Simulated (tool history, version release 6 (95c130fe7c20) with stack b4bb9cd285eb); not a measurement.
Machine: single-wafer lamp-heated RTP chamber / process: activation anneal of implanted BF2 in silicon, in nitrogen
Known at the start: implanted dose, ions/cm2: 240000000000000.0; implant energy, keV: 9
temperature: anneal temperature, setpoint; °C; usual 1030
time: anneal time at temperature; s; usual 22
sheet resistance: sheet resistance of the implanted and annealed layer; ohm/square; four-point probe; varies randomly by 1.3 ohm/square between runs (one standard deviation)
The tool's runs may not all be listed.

run    hour  temperature  time  wafers since the last listed run  wafers since the last pyrometer calibration  wafers since the reflector plate was cleaned  hours since the gauge calibration  read-back reference wafer on the same gauge, sheet resistance  sheet resistance
  1     0.0         1030    22                                 0                                         3363                                          6788                               27.7                                                         631.96            558.34
        0.9  -- reflector plate cleaned
  2    54.6         1030    22                               429                                         3793                                           429                               82.3                                                         631.97            561.78
  3   106.3         1030    22                               413                                         4206                                           842                              134.0                                                         632.46            560.83
  4   135.1         1030    22                               230                                         4436                                          1072                              162.8                                                         631.91            560.25
  5   205.5         1030    22                               562                                         4998                                          1634                              233.2                                                         631.93            561.25
  6   303.6         1030    22                               783                                         5782                                          2418                              331.3                                                         632.02            559.93
  7   368.7         1030    22                               520                                         6302                                          2939                              396.4                                                         632.04            559.77
  8   439.1         1030    22                               562                                         6865                                          3501                              466.8                                                         632.11            560.95
  9   473.0         1030    22                               270                                         7136                                          3772                              500.7                                                         632.00            559.30
 10   515.6         1030    22                               340                                         7476                                          4112                              543.3                                                         631.56            556.58
      624.3  -- pyrometer window cleaned and pyrometer calibrated
 11   697.6         1030    22                              1390                                          585                                          5503                              725.3                                                         631.77            556.23
 12   764.4         1030    22                               533                                         1119                                          6037                              792.1                                                         631.99            556.09
 13   789.4         1030    31                               199                                         1319                                          6236                              817.1                                                         632.07            546.95
 14   823.2         1030    22                               270                                         1589                                          6506                              850.9                                                         631.95            554.83
 15   862.1         1030    22                               310                                         1900                                          6817                              889.8                                                         631.85            554.40
      892.4  -- pyrometer window cleaned and pyrometer calibrated, repeated, since the last time left the tool worse
      918.3  -- gauge calibrated
 16   922.3         1030    22                               417                                          238                                          7234                                4.0                                                         632.56            562.55
 17   992.8         1017    15                               563                                          802                                          7798                               74.5                                                         631.87            580.52
     1012.3  -- reflector plate cleaned
 18  1057.4         1030    22                               452                                         1254                                           360                              139.1                                                         632.23            563.13
 19  1085.6         1047    25                               225                                         1479                                           585                              167.3                                                         632.17            551.39
 20  1111.0         1009    34                               202                                         1682                                           788                              192.7                                                         632.37            567.51
 21  1150.5         1030    22                               315                                         1998                                          1104                              232.2                                                         632.32            564.27
 22  1193.2         1018    22                               341                                         2339                                          1445                              274.9                                                         632.31            570.03
 23  1232.3         1056    11                               312                                         2652                                          1757                              314.0                                                         632.36            562.79
 24  1271.1         1030    22                               310                                         2962                                          2067                              352.8                                                         632.10            562.08
 25  1315.4         1021    16                               353                                         3316                                          2421                              397.1                                                         631.74            575.99

Predict the results of run 26:
 26  1355.1         1057    22                               317                                         3633                                          2739                              436.8                                                              ?                 ?

Run 26 gave read-back reference wafer on the same gauge, sheet resistance 632.11, sheet resistance 548.89 ohm/square.
With no hidden state in the tool, this same run would have given sheet resistance 550.44 ohm/square.

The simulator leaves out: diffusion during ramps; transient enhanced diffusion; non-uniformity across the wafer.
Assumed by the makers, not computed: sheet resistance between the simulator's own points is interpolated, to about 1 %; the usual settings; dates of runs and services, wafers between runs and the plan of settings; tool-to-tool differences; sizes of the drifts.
